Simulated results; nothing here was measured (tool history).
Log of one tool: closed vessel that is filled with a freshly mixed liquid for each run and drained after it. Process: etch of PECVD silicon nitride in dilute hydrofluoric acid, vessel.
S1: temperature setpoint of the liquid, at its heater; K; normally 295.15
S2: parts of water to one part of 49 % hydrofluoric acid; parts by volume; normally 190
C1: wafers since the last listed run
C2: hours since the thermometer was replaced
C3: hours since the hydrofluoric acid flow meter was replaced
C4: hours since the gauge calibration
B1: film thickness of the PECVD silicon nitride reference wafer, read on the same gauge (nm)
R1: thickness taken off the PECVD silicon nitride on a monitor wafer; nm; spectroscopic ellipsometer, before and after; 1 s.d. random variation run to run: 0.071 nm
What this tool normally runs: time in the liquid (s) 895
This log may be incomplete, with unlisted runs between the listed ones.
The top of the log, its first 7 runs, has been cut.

Run 8, hour 464.4: usual settings; C1 3536; C2 894.6; C3 1165.4; C4 71.1; B1 120.04. Result: R1 7.02 nm.
Run 9, hour 490.1: usual settings; C1 1548; C2 920.3; C3 1191.1; C4 96.8; B1 120.01. Result: R1 6.86 nm.
Run 10, hour 527.6: usual settings; C1 2259; C2 957.8; C3 1228.6; C4 134.3; B1 119.99. Result: R1 6.8 nm.
Run 11, hour 576.4: usual settings; C1 2940; C2 1006.6; C3 1277.4; C4 183.1; B1 120.01. Result: R1 7.02 nm.
At hour 708.6: thermometer replaced.
Run 12, hour 763.4: usual settings; C1 11207; C2 54.8; C3 1464.4; C4 370.1; B1 119.98. Result: R1 6.95 nm.
Run 13, hour 805.3: usual settings but S1 298.65 K, S2 120 parts by volume; C1 2524; C2 96.7; C3 1506.3; C4 412; B1 119.97. Result: R1 13.51 nm.
Run 14, hour 829.8: usual settings; C1 1476; C2 121.2; C3 1530.8; C4 436.5; B1 120. Result: R1 6.88 nm.
Run 15, hour 881.3: usual settings but S1 292.15 K, S2 230 parts by volume; C1 3103; C2 172.7; C3 1582.3; C4 488; B1 120. Result: R1 4.67 nm.
At hour 883.9: hydrofluoric acid flow meter replaced.
Run 16, hour 920.7: usual settings but S2 155 parts by volume, time in the liquid (s) 1360; C1 2313; C2 212.1; C3 36.8; C4 527.4; B1 120.01. Result: R1 13.49 nm.
Run 17, hour 978.6: usual settings but S2 140 parts by volume, time in the liquid (s) 1260; C1 3488; C2 270; C3 94.7; C4 585.3; B1 120.01. Result: R1 13.85 nm.
Run 18, hour 1015.6: usual settings but S1 298.15 K, S2 120 parts by volume, time in the liquid (s) 1320; C1 2229; C2 307; C3 131.7; C4 622.3; B1 120.02. Result: R1 20.31 nm.
Run 19, hour 1086.7: usual settings; C1 4284; C2 378.1; C3 202.8; C4 693.4; B1 120. Result: R1 7.13 nm.
Run 20, hour 1118.4: usual settings but S1 298.15 K, S2 235 parts by volume, time in the liquid (s) 1355; C1 1910; C2 409.8; C3 234.5; C4 725.1; B1 120. Result: R1 10.8 nm.
Run 21, hour 1187.8: usual settings but S1 297.65 K, time in the liquid (s) 705; C1 4181; C2 479.2; C3 303.9; C4 794.5; B1 119.97. Result: R1 6.69 nm.
Run 22, hour 1220.6: usual settings but S1 296.65 K, S2 135 parts by volume, time in the liquid (s) 1310; C1 1976; C2 512; C3 336.7; C4 827.3; B1 120.02. Result: R1 16.27 nm.
Run 23, hour 1268.7: usual settings but S2 135 parts by volume, time in the liquid (s) 490; C1 2898; C2 560.1; C3 384.8; C4 875.4; B1 120. Result: R1 5.36 nm.
Run 24, hour 1302.6: usual settings but S1 290.65 K, S2 120 parts by volume, time in the liquid (s) 1105; C1 2042; C2 594; C3 418.7; C4 909.3; B1 119.98. Result: R1 10.15 nm.
Run 25, hour 1392.7: usual settings; C1 5428; C2 684.1; C3 508.8; C4 999.4; B1 119.98. Result: R1 7.19 nm.
Run 26, hour 1461.8: usual settings; C1 4163; C2 753.2; C3 577.9; C4 1068.5; B1 119.97. Result: R1 7.04 nm.
Run 27, hour 1487.4: usual settings but S2 115 parts by volume, time in the liquid (s) 1390; C1 1542; C2 778.8; C3 603.5; C4 1094.1; B1 119.97. Result: R1 17.91 nm.
Run 28, hour 1548.5: usual settings but S2 155 parts by volume, time in the liquid (s) 1360; C1 3681; C2 839.9; C3 664.6; C4 1155.2; B1 120.03. Result: R1 13.25 nm.
Run 29, hour 1599.4: usual settings but S1 291.15 K; C1 3066; C2 890.8; C3 715.5; C4 1206.1; B1 120.01. Result: R1 5.43 nm.
Run 30, hour 1629.1: usual settings; C1 1789; C2 920.5; C3 745.2; C4 1235.8; B1 120.01. Result: R1 6.99 nm.
Run 31, hour 1656: usual settings but S1 290.15 K; C1 1620; C2 947.4; C3 772.1; C4 1262.7; B1 119.98. Result: R1 5.06 nm.
Run 32, hour 1700.8: usual settings; C1 2699; C2 992.2; C3 816.9; C4 1307.5; B1 119.98. Result: R1 7 nm.

Alternative continuations, all from the tool just after run 32; predict every row:
Run A, hour 1701.7: usual settings but S2 270 parts by volume; C1 54; C2 993.1; C3 817.8; C4 1308.4; B1 ?. Result: R1 ?.
Run B, hour 1701.7: usual settings but time in the liquid (s) 1160; C1 54; C2 993.1; C3 817.8; C4 1308.4; B1 ?. Result: R1 ?.
Run C, hour 1701.7: usual settings but S2 270 parts by volume, time in the liquid (s) 1090; C1 54; C2 993.1; C3 817.8; C4 1308.4; B1 ?. Result: R1 ?.
Run D, hour 1701.7: usual settings but S1 290.65 K, S2 105 parts by volume; C1 54; C2 993.1; C3 817.8; C4 1308.4; B1 ?. Result: R1 ?.

run      B1    R1
  A  120.02  4.88
  B  120.02  8.93
  C  120.02  5.95
  D  120.02  9.08
With the hidden condition removed and each run's random variation left untouched, the same runs would have given:
run    R1
  A   5.1
  B  9.34
  C  6.22
  D  9.49
